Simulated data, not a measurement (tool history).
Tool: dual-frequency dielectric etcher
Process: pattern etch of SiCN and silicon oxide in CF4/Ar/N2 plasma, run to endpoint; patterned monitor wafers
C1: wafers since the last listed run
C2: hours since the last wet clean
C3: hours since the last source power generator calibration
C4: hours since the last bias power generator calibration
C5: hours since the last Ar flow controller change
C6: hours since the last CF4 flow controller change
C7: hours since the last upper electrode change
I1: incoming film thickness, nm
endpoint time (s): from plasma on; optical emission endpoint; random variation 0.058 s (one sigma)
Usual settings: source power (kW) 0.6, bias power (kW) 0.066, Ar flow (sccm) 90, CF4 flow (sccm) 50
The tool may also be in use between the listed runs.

Run 1, hour 0: usual settings; C1 0; C2 295.7; C3 3319.8; C4 462.2; C5 368.1; C6 1568.9; C7 5404.3; I1 9.44. Result: endpoint time (s) 8.9.
Run 2, hour 61.5: usual settings; C1 1239; C2 357.2; C3 3381.3; C4 523.7; C5 429.6; C6 1630.4; C7 5465.8; I1 9.42. Result: endpoint time (s) 8.9.
Run 3, hour 103.1: usual settings but source power (kW) 0.74, bias power (kW) 0.077; C1 838; C2 398.8; C3 3422.9; C4 565.3; C5 471.2; C6 1672; C7 5507.4; I1 9.4. Result: endpoint time (s) 6.8.
Run 4, hour 151.1: usual settings but CF4 flow (sccm) 61; C1 967; C2 446.8; C3 3470.9; C4 613.3; C5 519.2; C6 1720; C7 5555.4; I1 9.43. Result: endpoint time (s) 8.7.
Run 5, hour 253.8: usual settings but CF4 flow (sccm) 46; C1 2070; C2 549.5; C3 3573.6; C4 716; C5 621.9; C6 1822.7; C7 5658.1; I1 9.52. Result: endpoint time (s) 9.
Run 6, hour 303.2: usual settings but source power (kW) 0.69; C1 995; C2 598.9; C3 3623; C4 765.4; C5 671.3; C6 1872.1; C7 5707.5; I1 9.51. Result: endpoint time (s) 7.8.
At hour 382.3: wet clean of the chamber.
Run 7, hour 442: usual settings but source power (kW) 0.49, bias power (kW) 0.058, Ar flow (sccm) 106, CF4 flow (sccm) 58; C1 2314; C2 59.7; C3 3761.8; C4 904.2; C5 810.1; C6 2010.9; C7 5846.3; I1 9.39. Result: endpoint time (s) 11.5.
At hour 484.5: upper electrode replaced.
At hour 519.6: source power generator calibrated.
Run 8, hour 530.7: usual settings but bias power (kW) 0.052; C1 1223; C2 148.4; C3 11.1; C4 992.9; C5 898.8; C6 2099.6; C7 46.2; I1 9.36. Result: endpoint time (s) 9.8.
Run 9, hour 624.3: usual settings but source power (kW) 0.7, bias power (kW) 0.055; C1 1886; C2 242; C3 104.7; C4 1086.5; C5 992.4; C6 2193.2; C7 139.8; I1 9.46. Result: endpoint time (s) 8.4.
Run 10, hour 725.7: usual settings but Ar flow (sccm) 73; C1 2043; C2 343.4; C3 206.1; C4 1187.9; C5 1093.8; C6 2294.6; C7 241.2; I1 9.38. Result: endpoint time (s) 8.7.
Run 11, hour 779.9: usual settings but Ar flow (sccm) 100, CF4 flow (sccm) 55; C1 1092; C2 397.6; C3 260.3; C4 1242.1; C5 1148; C6 2348.8; C7 295.4; I1 9.37. Result: endpoint time (s) 8.9.
Run 12, hour 913.3: usual settings; C1 2688; C2 531; C3 393.7; C4 1375.5; C5 1281.4; C6 2482.2; C7 428.8; I1 9.41. Result: endpoint time (s) 8.9.
At hour 933.5: CF4 flow controller replaced.
Run 13, hour 962.4: usual settings but source power (kW) 0.52, bias power (kW) 0.071; C1 868; C2 580.1; C3 442.8; C4 1424.6; C5 1330.5; C6 28.9; C7 477.9; I1 9.32. Result: endpoint time (s) 9.9.
At hour 1005.8: wet clean of the chamber.
Run 14, hour 1068.1: usual settings but source power (kW) 0.49, bias power (kW) 0.054, Ar flow (sccm) 74; C1 1646; C2 62.3; C3 548.5; C4 1530.3; C5 1436.2; C6 134.6; C7 583.6; I1 9.34. Result: endpoint time (s) 11.5.
Run 15, hour 1136.9: usual settings; C1 1386; C2 131.1; C3 617.3; C4 1599.1; C5 1505; C6 203.4; C7 652.4; I1 9.4. Result: endpoint time (s) 9.
Run 16, hour 1200.7: usual settings but CF4 flow (sccm) 55; C1 1286; C2 194.9; C3 681.1; C4 1662.9; C5 1568.8; C6 267.2; C7 716.2; I1 9.47. Result: endpoint time (s) 8.9.
Run 17, hour 1239: usual settings; C1 772; C2 233.2; C3 719.4; C4 1701.2; C5 1607.1; C6 305.5; C7 754.5; I1 9.38. Result: endpoint time (s) 8.9.
Run 18, hour 1343.5: usual settings; C1 2106; C2 337.7; C3 823.9; C4 1805.7; C5 1711.6; C6 410; C7 859; I1 9.43. Result: endpoint time (s) 9.
Run 19, hour 1436.5: usual settings but Ar flow (sccm) 79, CF4 flow (sccm) 45; C1 1874; C2 430.7; C3 916.9; C4 1898.7; C5 1804.6; C6 503; C7 952; I1 9.32. Result: endpoint time (s) 8.9.
Run 20, hour 1534.7: usual settings; C1 1979; C2 528.9; C3 1015.1; C4 1996.9; C5 1902.8; C6 601.2; C7 1050.2; I1 9.41. Result: endpoint time (s) 8.9.
At hour 1547.1: bias power generator calibrated.
Run 21, hour 1631.7: usual settings but source power (kW) 0.68; C1 1874; C2 625.9; C3 1112.1; C4 84.6; C5 1999.8; C6 698.2; C7 1147.2; I1 9.37. Result: endpoint time (s) 7.8.
Run 22, hour 1738.7: usual settings but Ar flow (sccm) 78, CF4 flow (sccm) 40; C1 2156; C2 732.9; C3 1219.1; C4 191.6; C5 2106.8; C6 805.2; C7 1254.2; I1 9.35. Result: endpoint time (s) 8.8.
At hour 1808.6: wet clean of the chamber.
Run 23, hour 1843.4: usual settings but bias power (kW) 0.051; C1 1626; C2 34.8; C3 1323.8; C4 296.3; C5 2211.5; C6 909.9; C7 1358.9; I1 9.39. Result: endpoint time (s) 9.9.
Run 24, hour 1913.9: usual settings but source power (kW) 0.73, bias power (kW) 0.071; C1 1421; C2 105.3; C3 1394.3; C4 366.8; C5 2282; C6 980.4; C7 1429.4; I1 9.48. Result: endpoint time (s) 7.1.
Run 25, hour 2013.2: usual settings but source power (kW) 0.74, bias power (kW) 0.075, CF4 flow (sccm) 41; C1 2001; C2 204.6; C3 1493.6; C4 466.1; C5 2381.3; C6 1079.7; C7 1528.7; I1 9.43. Result: endpoint time (s) 7.

3 ways to go on from here, each from the tool as it stands after run 25. What would each give?
Run A, hour 2013.6: usual settings but Ar flow (sccm) 106; C1 8; C2 205; C3 1494; C4 466.5; C5 2381.7; C6 1080.1; C7 1529.1; I1 9.44. Result: endpoint time (s) ?.
Run B, hour 2013.6: usual settings but source power (kW) 0.75, bias power (kW) 0.075, CF4 flow (sccm) 60; C1 8; C2 205; C3 1494; C4 466.5; C5 2381.7; C6 1080.1; C7 1529.1; I1 9.44. Result: endpoint time (s) ?.
Run C, hour 2013.6: usual settings but bias power (kW) 0.077, CF4 flow (sccm) 53; C1 8; C2 205; C3 1494; C4 466.5; C5 2381.7; C6 1080.1; C7 1529.1; I1 9.44. Result: endpoint time (s) ?.

run  endpoint time (s)
  A                9.1
  B                6.7
  C                8.3
Without the tool's hidden state the same runs would have given:
run  endpoint time (s)
  A                  9
  B                6.7
  C                8.3
